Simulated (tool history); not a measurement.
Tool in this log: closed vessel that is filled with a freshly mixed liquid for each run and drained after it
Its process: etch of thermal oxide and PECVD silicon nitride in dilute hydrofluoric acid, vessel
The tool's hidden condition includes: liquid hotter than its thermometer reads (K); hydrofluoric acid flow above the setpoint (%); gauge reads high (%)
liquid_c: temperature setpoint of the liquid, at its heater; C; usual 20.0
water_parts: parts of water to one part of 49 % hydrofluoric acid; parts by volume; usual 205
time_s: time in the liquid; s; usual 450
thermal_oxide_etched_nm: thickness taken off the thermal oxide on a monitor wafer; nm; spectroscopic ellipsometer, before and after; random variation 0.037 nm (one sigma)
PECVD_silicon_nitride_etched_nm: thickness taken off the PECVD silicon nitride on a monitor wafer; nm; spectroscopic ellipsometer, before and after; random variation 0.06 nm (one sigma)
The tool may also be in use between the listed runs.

run    day  liquid_c  water_parts  time_s  wafers since the last listed run  hours since the thermometer was replaced  hours since the hydrofluoric acid flow meter was replaced  hours since the gauge calibration  read-back film thickness of the thermal oxide reference wafer, read on the same gauge (nm)  read-back film thickness of the PECVD silicon nitride reference wafer, read on the same gauge (nm)  thermal_oxide_etched_nm  PECVD_silicon_nitride_etched_nm
  1  0.000      23.5          205     450                                 0                                      30.4                                                     1292.2                              244.5                                                                                       29.99                                                                                               40.00                     9.55                            12.35
  2  0.417      24.5          130     450                               542                                      40.4                                                     1302.2                              254.5                                                                                       29.99                                                                                               40.02                    16.98                            21.04
  3  0.833      21.5          180     200                               542                                      50.4                                                     1312.2                              264.5                                                                                       29.99                                                                                               40.00                     4.61                             5.56
  4  1.267      20.0          205     450                               563                                      60.8                                                     1322.6                              274.9                                                                                       30.00                                                                                               39.98                     8.35                            10.04
  5  1.962      20.0          205     450                               905                                      77.5                                                     1339.3                              291.6                                                                                       30.05                                                                                               40.00                     8.34                             9.95
  6  2.600      20.0          205     450                               829                                      92.8                                                     1354.6                              306.9                                                                                       29.95                                                                                               39.95                     8.43                            10.06
  7  2.883      20.0          230     560                               368                                      99.6                                                     1361.4                              313.7                                                                                       30.03                                                                                               40.00                     9.18                            11.11
  8  3.379      20.0          205     450                               644                                     111.5                                                     1373.3                              325.6                                                                                       30.04                                                                                               40.01                     8.40                            10.14
  9  4.025      20.0          205     450                               840                                     127.0                                                     1388.8                              341.1                                                                                       29.96                                                                                               40.00                     8.47                            10.03
 10  4.279      20.0          205     450                               330                                     133.1                                                     1394.9                              347.2                                                                                       29.99                                                                                               40.02                     8.43                            10.04
 11  4.683      20.0          205     450                               525                                     142.8                                                     1404.6                              356.9                                                                                       30.01                                                                                               40.04                     8.46                            10.06
 12  5.004      22.0          295     345                               417                                     150.5                                                     1412.3                              364.6                                                                                       29.96                                                                                               39.97                     4.44                             6.11
 13  5.538      23.0          110     450                               693                                     163.3                                                     1425.1                              377.4                                                                                       30.01                                                                                               40.01                    19.57                            22.74
 14  6.275      23.5          285     450                               959                                     181.0                                                     1442.8                              395.1                                                                                       30.02                                                                                               40.00                     6.44                             9.22
 15  6.883      20.0          205     655                               791                                     195.6                                                     1457.4                              409.7                                                                                       30.04                                                                                               40.02                    12.33                            14.58

Run 16 comes next. What will it give?
     7.254  -- hydrofluoric acid flow meter replaced
     7.479  -- gauge calibrated
 16  7.542      18.0          265     450                               802                                     211.4                                                        6.9                                1.5                                                                                           ?                                                                                                   ?                        ?                                ?

Run 16 yielded read-back film thickness of the thermal oxide reference wafer, read on the same gauge (nm) 30.00, read-back film thickness of the PECVD silicon nitride reference wafer, read on the same gauge (nm) 40.00, thermal_oxide_etched_nm 5.30 nm, PECVD_silicon_nitride_etched_nm 6.51 nm.
Take away the tool's hidden state, keep the run-to-run variation as it was, and the same run would have given thermal_oxide_etched_nm 5.21 nm, PECVD_silicon_nitride_etched_nm 6.32 nm.

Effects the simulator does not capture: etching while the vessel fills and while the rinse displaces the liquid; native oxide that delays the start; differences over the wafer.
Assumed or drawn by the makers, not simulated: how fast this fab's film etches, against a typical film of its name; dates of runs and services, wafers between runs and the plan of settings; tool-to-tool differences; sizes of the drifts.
